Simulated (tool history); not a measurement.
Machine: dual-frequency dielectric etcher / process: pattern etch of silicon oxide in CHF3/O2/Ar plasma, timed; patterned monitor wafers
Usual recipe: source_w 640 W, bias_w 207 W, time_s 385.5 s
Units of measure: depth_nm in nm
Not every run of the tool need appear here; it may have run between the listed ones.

| run | hour | source_w | bias_w | time_s | wafers since the last listed run | hours since the last wet clean | hours since the last source power generator calibration | hours since the last bias power generator calibration | hours since the last upper electrode change | hours since the gauge calibration | read-back reference wafer on the same gauge, depth_nm | depth_nm |
|---|---|---|---|---|---|---|---|---|---|---|---|---|
| 1 | 0.0 | 560 | 207 | 440.5 | 0 | 506.7 | 2299.7 | 1134.4 | 2028.3 | 4.3 | 1023.0 | 938.4 |
|  | 50.9 | wet clean of the chamber |
| 2 | 80.9 | 640 | 240 | 303.0 | 187 | 30.0 | 2380.6 | 1215.3 | 2109.2 | 85.2 | 1023.1 | 740.3 |
| 3 | 142.8 | 640 | 240 | 303.0 | 203 | 91.9 | 2442.5 | 1277.2 | 2171.1 | 147.1 | 1022.7 | 748.6 |
| 4 | 208.5 | 640 | 240 | 303.0 | 216 | 157.6 | 2508.2 | 1342.9 | 2236.8 | 212.8 | 1023.2 | 749.9 |
| 5 | 314.3 | 640 | 207 | 385.5 | 348 | 263.4 | 2614.0 | 1448.7 | 2342.6 | 318.6 | 1022.4 | 873.0 |
| 6 | 362.3 | 640 | 207 | 385.5 | 157 | 311.4 | 2662.0 | 1496.7 | 2390.6 | 366.6 | 1022.7 | 875.9 |
|  | 566.7 | wet clean of the chamber |
| 7 | 596.1 | 640 | 207 | 385.5 | 690 | 29.4 | 2895.8 | 1730.5 | 2624.4 | 600.4 | 1022.2 | 877.7 |
| 8 | 669.6 | 640 | 207 | 385.5 | 241 | 102.9 | 2969.3 | 1804.0 | 2697.9 | 673.9 | 1023.6 | 880.4 |
| 9 | 774.4 | 640 | 207 | 385.5 | 344 | 207.7 | 3074.1 | 1908.8 | 2802.7 | 778.7 | 1022.0 | 880.7 |
| 10 | 812.9 | 640 | 207 | 385.5 | 126 | 246.2 | 3112.6 | 1947.3 | 2841.2 | 817.2 | 1022.6 | 877.0 |
| 11 | 888.9 | 640 | 207 | 385.5 | 250 | 322.2 | 3188.6 | 2023.3 | 2917.2 | 893.2 | 1023.4 | 875.0 |
|  | 954.7 | bias power generator calibrated |
| 12 | 958.2 | 720 | 207 | 385.5 | 214 | 391.5 | 3257.9 | 3.5 | 2986.5 | 962.5 | 1023.7 | 939.0 |
| 13 | 1069.6 | 720 | 207 | 385.5 | 366 | 502.9 | 3369.3 | 114.9 | 3097.9 | 1073.9 | 1023.7 | 940.9 |
| 14 | 1157.8 | 720 | 207 | 385.5 | 290 | 591.1 | 3457.5 | 203.1 | 3186.1 | 1162.1 | 1022.3 | 947.6 |
|  | 1208.2 | wet clean of the chamber |
|  | 1238.3 | source power generator calibrated |
| 15 | 1239.0 | 790 | 183 | 385.5 | 175 | 30.8 | 0.7 | 284.3 | 3267.3 | 1243.3 | 1023.5 | 924.6 |
|  | 1296.5 | upper electrode replaced |
| 16 | 1338.8 | 770 | 207 | 385.5 | 249 | 130.6 | 100.5 | 384.1 | 42.3 | 1343.1 | 1022.2 | 975.4 |
| 17 | 1392.5 | 640 | 207 | 385.5 | 176 | 184.3 | 154.2 | 437.8 | 96.0 | 1396.8 | 1022.3 | 895.2 |
|  | 1459.5 | bias power generator calibrated, repeated, since the last time left the tool worse |
| 18 | 1487.2 | 640 | 207 | 385.5 | 298 | 279.0 | 248.9 | 27.7 | 190.7 | 1491.5 | 1023.2 | 864.9 |
| 19 | 1598.0 | 540 | 166 | 314.0 | 364 | 389.8 | 359.7 | 138.5 | 301.5 | 1602.3 | 1022.3 | 570.7 |
| 20 | 1647.6 | 640 | 207 | 385.5 | 163 | 439.4 | 409.3 | 188.1 | 351.1 | 1651.9 | 1023.5 | 865.8 |
|  | 1861.6 | wet clean of the chamber |
| 21 | 1887.2 | 640 | 207 | 288.0 | 709 | 25.6 | 648.9 | 427.7 | 590.7 | 1891.5 | 1023.9 | 652.2 |
| 22 | 1932.9 | 780 | 248 | 385.5 | 150 | 71.3 | 694.6 | 473.4 | 636.4 | 1937.2 | 1022.5 | 1057.8 |
| 23 | 2003.1 | 750 | 180 | 448.0 | 231 | 141.5 | 764.8 | 543.6 | 706.6 | 2007.4 | 1022.5 | 1008.1 |
|  | 2045.7 | gauge calibrated |
| 24 | 2090.9 | 500 | 158 | 343.5 | 288 | 229.3 | 852.6 | 631.4 | 794.4 | 45.2 | 1024.4 | 582.8 |
| 25 | 2166.0 | 560 | 207 | 440.5 | 247 | 304.4 | 927.7 | 706.5 | 869.5 | 120.3 | 1023.8 | 932.6 |
| 26 | 2212.6 | 760 | 161 | 474.5 | 153 | 351.0 | 974.3 | 753.1 | 916.1 | 166.9 | 1022.3 | 1009.5 |
| 27 | 2287.6 | 640 | 207 | 272.0 | 246 | 426.0 | 1049.3 | 828.1 | 991.1 | 241.9 | 1022.8 | 616.4 |
| 28 | 2345.2 | 640 | 207 | 385.5 | 189 | 483.6 | 1106.9 | 885.7 | 1048.7 | 299.5 | 1023.0 | 872.6 |
|  | 2491.7 | wet clean of the chamber |
| 29 | 2653.3 | 640 | 207 | 385.5 | 935 | 161.6 | 1415.0 | 1193.8 | 1356.8 | 607.6 | 1023.5 | 877.6 |

Hidden state or all else? Some run-to-run changes of depth_nm, split into what the settings, what came in and random variation would give without the hidden state, and what is left for the hidden state (with any gauge scatter that isn't in both results):
Unlogged tool condition in this case: etch rate over this chamber's usual, %; source power that arrives over what is set, %; bias power that arrives over what is set, %; gauge reads high (%).
Run 11 -> 12: source_w 640 -> 720, bias power generator calibrated. depth_nm +64.0 nm: hidden state +11.6, all else +52.4.
Run 17 -> 18: bias power generator calibrated, repeated, since the last time left the tool worse. depth_nm -30.3 nm: hidden state -29.7, all else -0.6.
Run 21 -> 22: source_w 640 -> 780, bias_w 207 -> 248, time_s 288.0 -> 385.5. depth_nm +405.6 nm: hidden state +3.7, all else +401.9.
Run 23 -> 24: source_w 750 -> 500, bias_w 180 -> 158, time_s 448.0 -> 343.5, gauge calibrated. depth_nm -425.3 nm: hidden state -3.0, all else -422.3.
